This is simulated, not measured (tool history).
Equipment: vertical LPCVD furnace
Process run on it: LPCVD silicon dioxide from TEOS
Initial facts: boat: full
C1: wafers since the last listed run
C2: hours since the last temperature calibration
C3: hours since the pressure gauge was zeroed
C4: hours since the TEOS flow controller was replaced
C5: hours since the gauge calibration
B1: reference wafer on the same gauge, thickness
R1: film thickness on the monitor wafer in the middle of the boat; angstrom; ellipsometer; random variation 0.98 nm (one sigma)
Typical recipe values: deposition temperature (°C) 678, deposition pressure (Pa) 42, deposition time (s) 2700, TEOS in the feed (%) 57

run 1 day=0 | deposition_temperature_(°C)=678 deposition_pressure_(Pa)=42 deposition_time_(s)=2700 TEOS_in_the_feed_(%)=57 | C1=0 C2=2297.7 C3=4512.9 C4=3713.8 C5=130.6 | B1=156.87 | R1=1910.7
-- day=1.554 gauge calibrated
run 2 day=1.729 | deposition_temperature_(°C)=678 deposition_pressure_(Pa)=42 deposition_time_(s)=2700 TEOS_in_the_feed_(%)=57 | C1=418 C2=2339.2 C3=4554.4 C4=3755.3 C5=4.2 | B1=156.97 | R1=1910.5
run 3 day=2.325 | deposition_temperature_(°C)=678 deposition_pressure_(Pa)=42 deposition_time_(s)=2700 TEOS_in_the_feed_(%)=52 | C1=144 C2=2353.5 C3=4568.7 C4=3769.6 C5=18.5 | B1=157.08 | R1=1821.2
run 4 day=2.9 | deposition_temperature_(°C)=678 deposition_pressure_(Pa)=42 deposition_time_(s)=2700 TEOS_in_the_feed_(%)=52 | C1=139 C2=2367.3 C3=4582.5 C4=3783.4 C5=32.3 | B1=156.84 | R1=1826.9
run 5 day=5.104 | deposition_temperature_(°C)=678 deposition_pressure_(Pa)=42 deposition_time_(s)=2700 TEOS_in_the_feed_(%)=52 | C1=533 C2=2420.2 C3=4635.4 C4=3836.3 C5=85.2 | B1=157.38 | R1=1836.4
-- day=6.117 pressure gauge zeroed
run 6 day=6.138 | deposition_temperature_(°C)=678 deposition_pressure_(Pa)=42 deposition_time_(s)=2700 TEOS_in_the_feed_(%)=57 | C1=8 C2=2445 C3=0.5 C4=3861.1 C5=110 | B1=157.25 | R1=1909.3
run 7 day=6.312 | deposition_temperature_(°C)=678 deposition_pressure_(Pa)=42 deposition_time_(s)=2700 TEOS_in_the_feed_(%)=57 | C1=42 C2=2449.2 C3=4.7 C4=3865.3 C5=114.2 | B1=157.04 | R1=1915.1
run 8 day=6.917 | deposition_temperature_(°C)=678 deposition_pressure_(Pa)=42 deposition_time_(s)=2700 TEOS_in_the_feed_(%)=57 | C1=146 C2=2463.7 C3=19.2 C4=3879.8 C5=128.7 | B1=156.9 | R1=1895.9
run 9 day=7.467 | deposition_temperature_(°C)=678 deposition_pressure_(Pa)=42 deposition_time_(s)=2700 TEOS_in_the_feed_(%)=57 | C1=132 C2=2476.9 C3=32.4 C4=3893 C5=141.9 | B1=157.08 | R1=1911.8
run 10 day=7.946 | deposition_temperature_(°C)=678 deposition_pressure_(Pa)=42 deposition_time_(s)=3150 TEOS_in_the_feed_(%)=57 | C1=115 C2=2488.4 C3=43.9 C4=3904.5 C5=153.4 | B1=156.99 | R1=2233.9
-- day=9.542 TEOS flow controller replaced
-- day=9.575 gauge calibrated
-- day=10.525 thermocouples replaced and temperature profile calibrated
run 11 day=10.546 | deposition_temperature_(°C)=678 deposition_pressure_(Pa)=42 deposition_time_(s)=2700 TEOS_in_the_feed_(%)=67 | C1=149 C2=0.5 C3=106.3 C4=24.1 C5=23.3 | B1=156.97 | R1=2071.6
run 12 day=10.721 | deposition_temperature_(°C)=688 deposition_pressure_(Pa)=42 deposition_time_(s)=2700 TEOS_in_the_feed_(%)=57 | C1=42 C2=4.7 C3=110.5 C4=28.3 C5=27.5 | B1=157.06 | R1=2434.4
run 13 day=10.896 | deposition_temperature_(°C)=678 deposition_pressure_(Pa)=42 deposition_time_(s)=2700 TEOS_in_the_feed_(%)=57 | C1=42 C2=8.9 C3=114.7 C4=32.5 C5=31.7 | B1=156.66 | R1=1916.7
run 14 day=11.071 | deposition_temperature_(°C)=672 deposition_pressure_(Pa)=42 deposition_time_(s)=3750 TEOS_in_the_feed_(%)=68 | C1=42 C2=13.1 C3=118.9 C4=36.7 C5=35.9 | B1=157.1 | R1=2526.6
run 15 day=11.246 | deposition_temperature_(°C)=678 deposition_pressure_(Pa)=42 deposition_time_(s)=2700 TEOS_in_the_feed_(%)=57 | C1=42 C2=17.3 C3=123.1 C4=40.9 C5=40.1 | B1=156.83 | R1=1910.8
run 16 day=11.438 | deposition_temperature_(°C)=678 deposition_pressure_(Pa)=42 deposition_time_(s)=2700 TEOS_in_the_feed_(%)=57 | C1=46 C2=21.9 C3=127.7 C4=45.5 C5=44.7 | B1=156.76 | R1=1910.5

Run 17, settings as shown, results not yet in. Your forecast:
run 17 day=11.779 | deposition_temperature_(°C)=678 deposition_pressure_(Pa)=42 deposition_time_(s)=2700 TEOS_in_the_feed_(%)=57 | C1=82 C2=30.1 C3=135.9 C4=53.7 C5=52.9 | B1=? | R1=?

{"run 17": {"B1": 157.25, "R1": 1908.6}}
Without the tool's hidden state the same run would have given R1 1908.6 angstrom.
